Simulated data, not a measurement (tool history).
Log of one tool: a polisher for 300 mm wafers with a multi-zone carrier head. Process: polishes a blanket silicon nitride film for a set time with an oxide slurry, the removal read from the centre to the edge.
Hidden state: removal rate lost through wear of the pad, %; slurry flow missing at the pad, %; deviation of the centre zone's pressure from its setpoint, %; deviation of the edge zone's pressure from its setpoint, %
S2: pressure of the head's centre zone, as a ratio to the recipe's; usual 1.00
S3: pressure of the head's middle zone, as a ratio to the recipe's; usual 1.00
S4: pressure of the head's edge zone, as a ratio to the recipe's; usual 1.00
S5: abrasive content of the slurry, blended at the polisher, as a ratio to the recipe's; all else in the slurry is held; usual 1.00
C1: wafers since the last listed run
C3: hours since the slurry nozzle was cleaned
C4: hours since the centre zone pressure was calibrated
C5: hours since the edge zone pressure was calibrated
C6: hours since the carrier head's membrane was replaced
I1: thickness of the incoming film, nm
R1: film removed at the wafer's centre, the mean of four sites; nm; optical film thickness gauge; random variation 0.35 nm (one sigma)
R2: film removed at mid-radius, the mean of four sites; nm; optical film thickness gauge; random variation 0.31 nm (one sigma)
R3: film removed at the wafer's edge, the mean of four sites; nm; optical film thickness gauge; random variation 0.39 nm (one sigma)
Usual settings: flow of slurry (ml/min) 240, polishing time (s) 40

{"run": 1, "hour": 0.0, "flow of slurry (ml/min)": 240, "S2": 1.0, "S3": 0.9, "S4": 0.94, "S5": 0.85, "polishing time (s)": 47, "C1": 0, "wafers polished on this pad": 2426, "C3": 77.3, "C4": 609.1, "C5": 448.9, "C6": 401.5, "I1": 533.2, "R1": 29.9, "R2": 27.7, "R3": 28.4}
{"run": 2, "hour": 71.5, "flow of slurry (ml/min)": 240, "S2": 0.92, "S3": 0.91, "S4": 0.9, "S5": 1.0, "polishing time (s)": 30, "C1": 814, "wafers polished on this pad": 3241, "C3": 148.8, "C4": 680.6, "C5": 520.4, "C6": 473.0, "I1": 537.1, "R1": 18.5, "R2": 18.3, "R3": 18.2}
{"hour": 76.8, "done": "edge zone pressure recalibrated"}
{"run": 3, "hour": 96.7, "flow of slurry (ml/min)": 240, "S2": 1.0, "S3": 0.94, "S4": 0.95, "S5": 1.0, "polishing time (s)": 40, "C1": 264, "wafers polished on this pad": 3506, "C3": 174.0, "C4": 705.8, "C5": 19.9, "C6": 498.2, "I1": 529.7, "R1": 27.3, "R2": 24.9, "R3": 25.5}
{"run": 4, "hour": 148.9, "flow of slurry (ml/min)": 240, "S2": 1.0, "S3": 1.0, "S4": 1.04, "S5": 1.0, "polishing time (s)": 53, "C1": 594, "wafers polished on this pad": 4101, "C3": 226.2, "C4": 758.0, "C5": 72.1, "C6": 550.4, "I1": 533.0, "R1": 36.2, "R2": 33.1, "R3": 35.3}
{"run": 5, "hour": 208.9, "flow of slurry (ml/min)": 275, "S2": 0.89, "S3": 1.0, "S4": 0.93, "S5": 0.8, "polishing time (s)": 40, "C1": 683, "wafers polished on this pad": 4785, "C3": 286.2, "C4": 818.0, "C5": 132.1, "C6": 610.4, "I1": 521.5, "R1": 22.1, "R2": 23.4, "R3": 23.3}
{"run": 6, "hour": 256.9, "flow of slurry (ml/min)": 240, "S2": 1.0, "S3": 1.0, "S4": 1.0, "S5": 1.0, "polishing time (s)": 40, "C1": 547, "wafers polished on this pad": 5332, "C3": 334.2, "C4": 866.0, "C5": 180.1, "C6": 658.4, "I1": 529.4, "R1": 26.4, "R2": 24.9, "R3": 25.6}
{"hour": 262.5, "done": "worn pad replaced by a new one"}
{"run": 7, "hour": 347.2, "flow of slurry (ml/min)": 240, "S2": 1.0, "S3": 1.0, "S4": 1.0, "S5": 1.0, "polishing time (s)": 40, "C1": 983, "wafers polished on this pad": 965, "C3": 424.5, "C4": 956.3, "C5": 270.4, "C6": 748.7, "I1": 530.1, "R1": 26.1, "R2": 24.5, "R3": 25.3}
{"hour": 397.5, "done": "centre zone pressure recalibrated"}
{"run": 8, "hour": 402.8, "flow of slurry (ml/min)": 240, "S2": 1.0, "S3": 1.0, "S4": 1.0, "S5": 1.0, "polishing time (s)": 40, "C1": 610, "wafers polished on this pad": 1576, "C3": 480.1, "C4": 5.3, "C5": 326.0, "C6": 804.3, "I1": 520.4, "R1": 25.1, "R2": 24.6, "R3": 24.9}
{"run": 9, "hour": 464.2, "flow of slurry (ml/min)": 240, "S2": 1.0, "S3": 1.0, "S4": 1.0, "S5": 0.9, "polishing time (s)": 32, "C1": 699, "wafers polished on this pad": 2276, "C3": 541.5, "C4": 66.7, "C5": 387.4, "C6": 865.7, "I1": 530.3, "R1": 18.9, "R2": 18.6, "R3": 18.9}
{"hour": 546.4, "done": "edge zone pressure recalibrated"}
{"hour": 580.5, "done": "slurry nozzle cleaned"}
{"run": 10, "hour": 667.3, "flow of slurry (ml/min)": 240, "S2": 0.95, "S3": 1.0, "S4": 1.0, "S5": 1.0, "polishing time (s)": 30, "C1": 2280, "wafers polished on this pad": 4556, "C3": 86.8, "C4": 269.8, "C5": 120.9, "C6": 1068.8, "I1": 532.1, "R1": 19.4, "R2": 19.7, "R3": 19.0}
{"run": 11, "hour": 705.6, "flow of slurry (ml/min)": 240, "S2": 0.93, "S3": 0.89, "S4": 1.0, "S5": 0.9, "polishing time (s)": 30, "C1": 436, "wafers polished on this pad": 4993, "C3": 125.1, "C4": 308.1, "C5": 159.2, "C6": 1107.1, "I1": 532.5, "R1": 17.8, "R2": 17.8, "R3": 18.9}
{"run": 12, "hour": 741.3, "flow of slurry (ml/min)": 240, "S2": 0.92, "S3": 1.0, "S4": 1.0, "S5": 1.0, "polishing time (s)": 40, "C1": 406, "wafers polished on this pad": 5400, "C3": 160.8, "C4": 343.8, "C5": 194.9, "C6": 1142.8, "I1": 520.7, "R1": 24.8, "R2": 25.9, "R3": 25.3}
{"hour": 789.5, "done": "carrier head's membrane replaced by a new one"}
{"hour": 821.7, "done": "worn pad replaced by a new one"}
{"run": 13, "hour": 848.0, "flow of slurry (ml/min)": 240, "S2": 1.0, "S3": 1.0, "S4": 1.0, "S5": 0.9, "polishing time (s)": 32, "C1": 1113, "wafers polished on this pad": 300, "C3": 267.5, "C4": 450.5, "C5": 301.6, "C6": 58.5, "I1": 533.1, "R1": 20.3, "R2": 19.3, "R3": 19.5}
{"run": 14, "hour": 908.4, "flow of slurry (ml/min)": 300, "S2": 1.0, "S3": 0.94, "S4": 1.0, "S5": 1.15, "polishing time (s)": 40, "C1": 688, "wafers polished on this pad": 988, "C3": 327.9, "C4": 510.9, "C5": 362.0, "C6": 118.9, "I1": 533.8, "R1": 28.6, "R2": 26.8, "R3": 27.3}
{"run": 15, "hour": 948.8, "flow of slurry (ml/min)": 210, "S2": 1.0, "S3": 1.07, "S4": 1.0, "S5": 0.85, "polishing time (s)": 35, "C1": 460, "wafers polished on this pad": 1449, "C3": 368.3, "C4": 551.3, "C5": 402.4, "C6": 159.3, "I1": 531.7, "R1": 21.1, "R2": 20.3, "R3": 19.7}
{"run": 16, "hour": 985.2, "flow of slurry (ml/min)": 210, "S2": 1.0, "S3": 1.07, "S4": 1.0, "S5": 0.85, "polishing time (s)": 35, "C1": 414, "wafers polished on this pad": 1864, "C3": 404.7, "C4": 587.7, "C5": 438.8, "C6": 195.7, "I1": 528.0, "R1": 20.9, "R2": 20.4, "R3": 20.3}
{"run": 17, "hour": 1015.2, "flow of slurry (ml/min)": 240, "S2": 1.0, "S3": 1.0, "S4": 1.1, "S5": 1.0, "polishing time (s)": 40, "C1": 341, "wafers polished on this pad": 2205, "C3": 434.7, "C4": 617.7, "C5": 468.8, "C6": 225.7, "I1": 536.4, "R1": 26.5, "R2": 25.3, "R3": 27.1}
{"run": 18, "hour": 1060.3, "flow of slurry (ml/min)": 265, "S2": 1.0, "S3": 1.0, "S4": 1.0, "S5": 1.15, "polishing time (s)": 40, "C1": 514, "wafers polished on this pad": 2720, "C3": 479.8, "C4": 662.8, "C5": 513.9, "C6": 270.8, "I1": 522.9, "R1": 28.3, "R2": 26.6, "R3": 26.4}
{"hour": 1106.2, "done": "edge zone pressure recalibrated"}
{"run": 19, "hour": 1150.9, "flow of slurry (ml/min)": 240, "S2": 1.07, "S3": 1.0, "S4": 1.12, "S5": 1.0, "polishing time (s)": 33, "C1": 1009, "wafers polished on this pad": 3729, "C3": 570.4, "C4": 753.4, "C5": 44.7, "C6": 361.4, "I1": 528.3, "R1": 23.0, "R2": 20.3, "R3": 22.1}
{"run": 20, "hour": 1202.2, "flow of slurry (ml/min)": 240, "S2": 1.0, "S3": 1.0, "S4": 1.0, "S5": 1.0, "polishing time (s)": 40, "C1": 584, "wafers polished on this pad": 4314, "C3": 621.7, "C4": 804.7, "C5": 96.0, "C6": 412.7, "I1": 529.9, "R1": 26.2, "R2": 24.6, "R3": 25.4}
{"run": 21, "hour": 1244.3, "flow of slurry (ml/min)": 240, "S2": 1.0, "S3": 1.0, "S4": 1.0, "S5": 1.0, "polishing time (s)": 40, "C1": 479, "wafers polished on this pad": 4794, "C3": 663.8, "C4": 846.8, "C5": 138.1, "C6": 454.8, "I1": 530.2, "R1": 25.9, "R2": 24.5, "R3": 25.1}

Forecast each of these 4 alternatives for the next run:
{"run": "A", "hour": 1244.7, "flow of slurry (ml/min)": 240, "S2": 1.0, "S3": 1.0, "S4": 1.0, "S5": 1.0, "polishing time (s)": 40, "C1": 4, "wafers polished on this pad": 4798, "C3": 664.2, "C4": 847.2, "C5": 138.5, "C6": 455.2, "I1": 530.6, "R1": "?", "R2": "?", "R3": "?"}
{"run": "B", "hour": 1244.7, "flow of slurry (ml/min)": 165, "S2": 1.0, "S3": 1.0, "S4": 0.96, "S5": 0.7, "polishing time (s)": 32, "C1": 4, "wafers polished on this pad": 4798, "C3": 664.2, "C4": 847.2, "C5": 138.5, "C6": 455.2, "I1": 530.6, "R1": "?", "R2": "?", "R3": "?"}
{"run": "C", "hour": 1244.7, "flow of slurry (ml/min)": 175, "S2": 1.0, "S3": 1.0, "S4": 1.0, "S5": 1.0, "polishing time (s)": 40, "C1": 4, "wafers polished on this pad": 4798, "C3": 664.2, "C4": 847.2, "C5": 138.5, "C6": 455.2, "I1": 530.6, "R1": "?", "R2": "?", "R3": "?"}
{"run": "D", "hour": 1244.7, "flow of slurry (ml/min)": 240, "S2": 1.12, "S3": 1.0, "S4": 1.0, "S5": 1.0, "polishing time (s)": 48, "C1": 4, "wafers polished on this pad": 4798, "C3": 664.2, "C4": 847.2, "C5": 138.5, "C6": 455.2, "I1": 530.6, "R1": "?", "R2": "?", "R3": "?"}

run=A R1=25.9 R2=24.5 R3=24.9
run=B R1=15.5 R2=14.9 R3=15.4
run=C R1=23.4 R2=22.4 R3=23.4
run=D R1=34.8 R2=29.4 R3=29.9
Without the tool's hidden state the same runs would have given:
run=A R1=27.2 R2=27.0 R3=26.7
run=B R1=17.2 R2=17.2 R3=17.0
run=C R1=25.7 R2=25.6 R3=25.7
run=D R1=36.5 R2=32.3 R3=32.1
